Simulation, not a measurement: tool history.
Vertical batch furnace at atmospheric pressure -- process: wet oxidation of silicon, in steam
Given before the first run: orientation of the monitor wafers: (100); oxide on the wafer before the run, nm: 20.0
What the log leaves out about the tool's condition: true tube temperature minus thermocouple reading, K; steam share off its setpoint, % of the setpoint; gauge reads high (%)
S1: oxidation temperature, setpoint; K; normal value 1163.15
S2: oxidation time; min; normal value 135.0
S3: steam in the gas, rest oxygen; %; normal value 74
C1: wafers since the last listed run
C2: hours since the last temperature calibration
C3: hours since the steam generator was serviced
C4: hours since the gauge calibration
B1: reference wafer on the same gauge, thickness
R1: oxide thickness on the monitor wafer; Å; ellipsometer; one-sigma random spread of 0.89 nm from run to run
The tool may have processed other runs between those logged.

Run 1, hour 0.0: usual settings; C1 0; C2 2418.2; C3 2326.9; C4 1888.4; B1 261.86. Result: R1 2608.3 Å.
Run 2, hour 68.8: usual settings but S3 77 %; C1 464; C2 2487.0; C3 2395.7; C4 1957.2; B1 261.92. Result: R1 2682.6 Å.
Run 3, hour 114.5: usual settings but S3 77 %; C1 308; C2 2532.7; C3 2441.4; C4 2002.9; B1 261.79. Result: R1 2700.3 Å.
Run 4, hour 168.7: usual settings but S3 79 %; C1 365; C2 2586.9; C3 2495.6; C4 2057.1; B1 261.80. Result: R1 2744.2 Å.
Run 5, hour 214.6: usual settings but S3 79 %; C1 309; C2 2632.8; C3 2541.5; C4 2103.0; B1 262.34. Result: R1 2758.6 Å.
Run 6, hour 284.2: usual settings but S3 79 %; C1 469; C2 2702.4; C3 2611.1; C4 2172.6; B1 262.12. Result: R1 2738.5 Å.
Run 7, hour 338.5: usual settings; C1 366; C2 2756.7; C3 2665.4; C4 2226.9; B1 262.00. Result: R1 2610.5 Å.
Run 8, hour 390.9: usual settings but S1 1146.15 K, S2 90.0 min; C1 353; C2 2809.1; C3 2717.8; C4 2279.3; B1 262.07. Result: R1 1502.3 Å.
At hour 422.4: thermocouples replaced and temperature profile calibrated.
Run 9, hour 454.8: usual settings but S1 1146.15 K, S2 90.0 min; C1 269; C2 32.4; C3 2781.7; C4 2343.2; B1 262.15. Result: R1 1504.0 Å.
Run 10, hour 525.6: usual settings; C1 477; C2 103.2; C3 2852.5; C4 2414.0; B1 262.03. Result: R1 2599.5 Å.
Run 11, hour 676.2: usual settings; C1 1016; C2 253.8; C3 3003.1; C4 2564.6; B1 261.68. Result: R1 2615.8 Å.
Run 12, hour 740.0: usual settings; C1 430; C2 317.6; C3 3066.9; C4 2628.4; B1 262.33. Result: R1 2608.4 Å.
Run 13, hour 774.2: usual settings; C1 230; C2 351.8; C3 3101.1; C4 2662.6; B1 261.92. Result: R1 2609.7 Å.
At hour 816.9: gauge calibrated.
Run 14, hour 829.7: usual settings; C1 374; C2 407.3; C3 3156.6; C4 12.8; B1 262.17. Result: R1 2605.9 Å.
At hour 873.2: steam generator serviced.
Run 15, hour 873.7: usual settings but S1 1185.15 K; C1 134; C2 451.3; C3 0.5; C4 56.8; B1 262.35. Result: R1 3354.0 Å.
Run 16, hour 916.6: usual settings; C1 289; C2 494.2; C3 43.4; C4 99.7; B1 261.95. Result: R1 2613.8 Å.
Run 17, hour 961.9: usual settings but S1 1148.15 K, S3 79 %; C1 305; C2 539.5; C3 88.7; C4 145.0; B1 261.92. Result: R1 2264.0 Å.
Run 18, hour 1020.0: usual settings but S1 1151.15 K; C1 392; C2 597.6; C3 146.8; C4 203.1; B1 262.16. Result: R1 2224.6 Å.
Run 19, hour 1051.8: usual settings; C1 214; C2 629.4; C3 178.6; C4 234.9; B1 262.24. Result: R1 2606.6 Å.
Run 20, hour 1118.9: usual settings but S1 1150.15 K, S2 75.5 min, S3 85 %; C1 452; C2 696.5; C3 245.7; C4 302.0; B1 262.20. Result: R1 1532.8 Å.
Run 21, hour 1165.0: usual settings but S2 93.0 min; C1 311; C2 742.6; C3 291.8; C4 348.1; B1 262.35. Result: R1 1935.0 Å.
Run 22, hour 1223.5: usual settings but S1 1142.15 K, S2 107.0 min; C1 394; C2 801.1; C3 350.3; C4 406.6; B1 262.21. Result: R1 1632.4 Å.
Run 23, hour 1260.3: usual settings but S1 1153.15 K, S2 100.5 min, S3 68 %; C1 248; C2 837.9; C3 387.1; C4 443.4; B1 262.25. Result: R1 1687.6 Å.
Run 24, hour 1303.6: usual settings but S1 1148.15 K, S2 109.5 min, S3 68 %; C1 292; C2 881.2; C3 430.4; C4 486.7; B1 261.74. Result: R1 1683.4 Å.
Run 25, hour 1352.6: usual settings but S1 1146.15 K, S2 90.0 min; C1 330; C2 930.2; C3 479.4; C4 535.7; B1 262.14. Result: R1 1503.9 Å.
Run 26, hour 1530.1: usual settings; C1 1197; C2 1107.7; C3 656.9; C4 713.2; B1 261.67. Result: R1 2602.4 Å.
Run 27, hour 1582.3: usual settings but S2 178.5 min; C1 352; C2 1159.9; C3 709.1; C4 765.4; B1 261.90. Result: R1 3268.8 Å.
Run 28, hour 1622.0: usual settings but S2 197.0 min; C1 267; C2 1199.6; C3 748.8; C4 805.1; B1 262.31. Result: R1 3520.4 Å.
Run 29, hour 1678.5: usual settings but S1 1186.15 K, S2 76.0 min, S3 82 %; C1 381; C2 1256.1; C3 805.3; C4 861.6; B1 262.26. Result: R1 2354.2 Å.
Run 30, hour 1703.4: usual settings; C1 168; C2 1281.0; C3 830.2; C4 886.5; B1 262.23. Result: R1 2604.2 Å.
Run 31, hour 1763.8: usual settings but S1 1144.15 K, S2 191.0 min, S3 62 %; C1 407; C2 1341.4; C3 890.6; C4 946.9; B1 262.56. Result: R1 2324.7 Å.
Run 32, hour 1791.4: usual settings but S1 1151.15 K, S2 79.5 min, S3 70 %; C1 186; C2 1369.0; C3 918.2; C4 974.5; B1 262.36. Result: R1 1389.2 Å.
Run 33, hour 1961.5: usual settings but S1 1173.15 K, S2 179.0 min, S3 69 %; C1 1147; C2 1539.1; C3 1088.3; C4 1144.6; B1 261.87. Result: R1 3480.0 Å.
Run 34, hour 2015.8: usual settings but S2 157.5 min, S3 83 %; C1 366; C2 1593.4; C3 1142.6; C4 1198.9; B1 262.07. Result: R1 3247.4 Å.
Run 35, hour 2074.5: usual settings but S1 1143.15 K, S2 103.5 min, S3 85 %; C1 396; C2 1652.1; C3 1201.3; C4 1257.6; B1 261.64. Result: R1 1812.0 Å.
Run 36, hour 2126.3: usual settings but S1 1140.15 K, S2 75.5 min, S3 64 %; C1 349; C2 1703.9; C3 1253.1; C4 1309.4; B1 262.40. Result: R1 1080.7 Å.
Run 37, hour 2165.5: usual settings; C1 264; C2 1743.1; C3 1292.3; C4 1348.6; B1 261.69. Result: R1 2599.6 Å.
Run 38, hour 2224.0: usual settings but S1 1185.15 K; C1 394; C2 1801.6; C3 1350.8; C4 1407.1; B1 262.42. Result: R1 3347.9 Å.

Alternative continuations, all from the tool just after run 38; predict every row:
Run A, hour 2230.8: usual settings; C1 45; C2 1808.4; C3 1357.6; C4 1413.9; B1 ?. Result: R1 ?.
Run B, hour 2230.8: usual settings but S1 1183.15 K, S3 78 %; C1 45; C2 1808.4; C3 1357.6; C4 1413.9; B1 ?. Result: R1 ?.
Run C, hour 2230.8: usual settings but S1 1174.15 K, S2 82.5 min, S3 85 %; C1 45; C2 1808.4; C3 1357.6; C4 1413.9; B1 ?. Result: R1 ?.
Run D, hour 2230.8: usual settings but S1 1152.15 K, S2 117.0 min, S3 84 %; C1 45; C2 1808.4; C3 1357.6; C4 1413.9; B1 ?. Result: R1 ?.

run      B1      R1
  A  261.75  2612.7
  B  261.75  3440.4
  C  261.75  2259.9
  D  261.75  2234.5
Stripped of hidden state, with their random variation kept, the same runs would have yielded:
run      R1
  A  2612.7
  B  3440.4
  C  2259.9
  D  2234.5
